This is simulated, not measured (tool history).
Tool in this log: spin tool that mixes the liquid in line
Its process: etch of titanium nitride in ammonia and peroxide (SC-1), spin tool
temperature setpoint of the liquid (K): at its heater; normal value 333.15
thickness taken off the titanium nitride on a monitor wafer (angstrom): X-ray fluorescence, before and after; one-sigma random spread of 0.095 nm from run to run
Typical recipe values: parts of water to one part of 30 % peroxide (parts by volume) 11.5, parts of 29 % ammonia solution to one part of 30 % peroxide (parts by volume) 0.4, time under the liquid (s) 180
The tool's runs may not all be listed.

run	hour	temperature setpoint of the liquid (K)	parts of water to one part of 30 % peroxide (parts by volume)	parts of 29 % ammonia solution to one part of 30 % peroxide (parts by volume)	time under the liquid (s)	wafers since the last listed run	hours since the thermometer was replaced	hours since the ammonia flow meter was replaced	hours since the heated supply line was repaired	hours since the drum of ammonia solution was connected	hours since the gauge calibration	read-back film thickness of the titanium nitride reference wafer, read on the same gauge (nm)	thickness taken off the titanium nitride on a monitor wafer (angstrom)
1	0	333.15	11.5	0.5	180	0	693.3	1184.3	42.6	168.1	1511.5	120.02	154.3
2	92.1	333.15	11.5	0.5	180	431	785.4	1276.4	134.7	260.2	1603.6	119.96	153.1
3	152.9	333.15	11.5	0.4	180	284	846.2	1337.2	195.5	321	1664.4	119.96	147.7
# hour 217.7: new drum of ammonia solution connected
4	254.6	330.15	11.5	0.4	180	471	947.9	1438.9	297.2	36.9	1766.1	119.97	121.3
5	344.8	330.15	11.5	0.4	180	422	1038.1	1529.1	387.4	127.1	1856.3	119.97	121.3
6	430.6	330.15	11.5	0.4	180	402	1123.9	1614.9	473.2	212.9	1942.1	119.98	121.6
7	535.3	333.15	11.5	0.4	180	490	1228.6	1719.6	577.9	317.6	2046.8	120	149.3
# hour 554.8: thermometer replaced
# hour 600: new drum of ammonia solution connected
8	603.5	333.15	11.5	0.4	180	310	48.7	1787.8	646.1	3.5	2115	119.98	148.7
# hour 611.9: ammonia flow meter replaced
9	703.1	333.15	11.5	0.4	180	462	148.3	91.2	745.7	103.1	2214.6	120.05	149.2
# hour 718.1: gauge calibrated
10	742	333.15	11.5	0.45	180	182	187.2	130.1	784.6	142	23.9	120.02	149.3
11	819	333.15	11.5	0.45	180	360	264.2	207.1	861.6	219	100.9	119.99	148.9
12	901.7	333.15	16	0.4	180	387	346.9	289.8	944.3	301.7	183.6	120.01	122
13	982.3	341.65	16.5	0.4	180	377	427.5	370.4	1024.9	382.3	264.2	120.04	210.4
# hour 989.5: heated supply line repaired
# hour 1048.3: new drum of ammonia solution connected
14	1063.9	329.15	7	0.3	90	373	509.1	452	74.4	15.6	345.8	119.98	70.5
15	1127.3	329.15	11.5	0.5	180	297	572.5	515.4	137.8	79	409.2	119.99	117.4
16	1208	333.15	15.5	0.4	115	378	653.2	596.1	218.5	159.7	489.9	119.98	79.7
17	1265.8	337.65	15.5	0.45	145	270	711	653.9	276.3	217.5	547.7	119.99	138.6
18	1337.2	333.15	11.5	0.4	180	334	782.4	725.3	347.7	288.9	619.1	119.97	148.3
# hour 1423.8: new drum of ammonia solution connected
19	1438.2	326.15	11.5	0.55	180	468	883.4	826.3	448.7	14.4	720.1	120.03	96.9
20	1521.5	333.15	11.5	0.4	180	390	966.7	909.6	532	97.7	803.4	120	146.9
21	1565.4	333.15	11.5	0.4	180	205	1010.6	953.5	575.9	141.6	847.3	120.01	148.3
22	1629	336.65	8.5	0.4	180	298	1074.2	1017.1	639.5	205.2	910.9	119.98	218.2
23	1671.6	335.65	9	0.2	280	199	1116.8	1059.7	682.1	247.8	953.5	120.01	271.6
24	1758.7	333.15	16	0.5	225	408	1203.9	1146.8	769.2	334.9	1040.6	120.07	160.5
# hour 1773.3: thermometer replaced
25	1816.4	341.15	11.5	0.4	70	265	43.1	1204.5	826.9	392.6	1098.3	119.98	95.6

Give the tool's hidden conditions for every run:
liquid colder than its thermometer reads (K): 0 at every run
ammonia flow above the setpoint (%): 0 at every run
temperature lost on the way to the wafer (K): 0 at every run
ammonia solution weaker than its label (%): 0 at every run
gauge reads high (%): 0 at every run
